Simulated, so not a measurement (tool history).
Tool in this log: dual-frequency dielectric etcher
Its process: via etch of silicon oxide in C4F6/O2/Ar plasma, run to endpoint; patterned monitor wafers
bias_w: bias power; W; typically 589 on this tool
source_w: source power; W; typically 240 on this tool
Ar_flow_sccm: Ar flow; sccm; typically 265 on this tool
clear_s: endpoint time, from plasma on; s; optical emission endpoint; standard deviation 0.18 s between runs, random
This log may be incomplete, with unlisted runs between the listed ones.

run	hour	bias_w	source_w	Ar_flow_sccm	incoming incoming film thickness, nm	clear_s
1	0.0	589	240	230	104.0	23.0
2	46.4	589	240	230	104.7	22.9
3	83.3	589	240	265	104.3	23.5
4	140.1	589	240	265	104.4	23.6
# hour 148.8: source power generator calibrated
5	243.9	589	240	265	105.1	24.1
6	308.9	589	240	265	103.8	23.9
7	352.2	589	240	265	103.4	24.0
8	402.5	510	270	287	103.9	24.7
9	465.9	666	240	265	103.7	22.6
10	502.3	589	240	265	103.8	24.0
# hour 728.0: wet clean of the chamber
11	819.3	644	240	265	103.8	22.6
12	901.8	589	280	292	103.6	22.1
13	945.2	537	240	265	104.8	24.8
14	1035.8	488	280	230	104.8	23.7
15	1116.9	494	200	239	103.9	27.2
16	1153.6	589	240	265	103.8	23.8
17	1203.7	589	240	243	103.8	23.5
18	1279.1	543	270	204	103.8	22.9
# hour 1326.6: bias power generator calibrated
# hour 1333.8: wet clean of the chamber
19	1334.3	637	240	237	104.5	22.4
# hour 1450.0: Ar flow controller replaced
20	1560.2	589	240	265	104.6	23.9
21	1616.6	589	240	265	104.0	24.0
22	1705.7	589	220	265	104.4	24.7
23	1773.1	589	240	265	104.3	23.6
24	1830.4	734	190	307	104.9	24.3
25	1889.7	520	280	307	103.0	23.6
26	2003.9	589	220	217	103.7	25.1
27	2063.1	589	290	307	102.8	22.2
# hour 2094.0: wet clean of the chamber
28	2101.9	495	240	317	104.1	25.6
# hour 2148.5: source power generator calibrated
29	2150.5	490	240	228	104.4	25.1

Below are 4 alternative next runs, each starting from the tool's condition after run 29. Predict each:
A	2150.9	589	240	325	104.6	?
B	2150.9	492	240	265	104.6	?
C	2150.9	507	210	265	104.6	?
D	2150.9	589	270	265	104.6	?

run	clear_s
A	24.2
B	25.7
C	26.9
D	22.5
Without the tool's hidden state the same runs would have given:
run	clear_s
A	24.0
B	25.5
C	26.7
D	22.3

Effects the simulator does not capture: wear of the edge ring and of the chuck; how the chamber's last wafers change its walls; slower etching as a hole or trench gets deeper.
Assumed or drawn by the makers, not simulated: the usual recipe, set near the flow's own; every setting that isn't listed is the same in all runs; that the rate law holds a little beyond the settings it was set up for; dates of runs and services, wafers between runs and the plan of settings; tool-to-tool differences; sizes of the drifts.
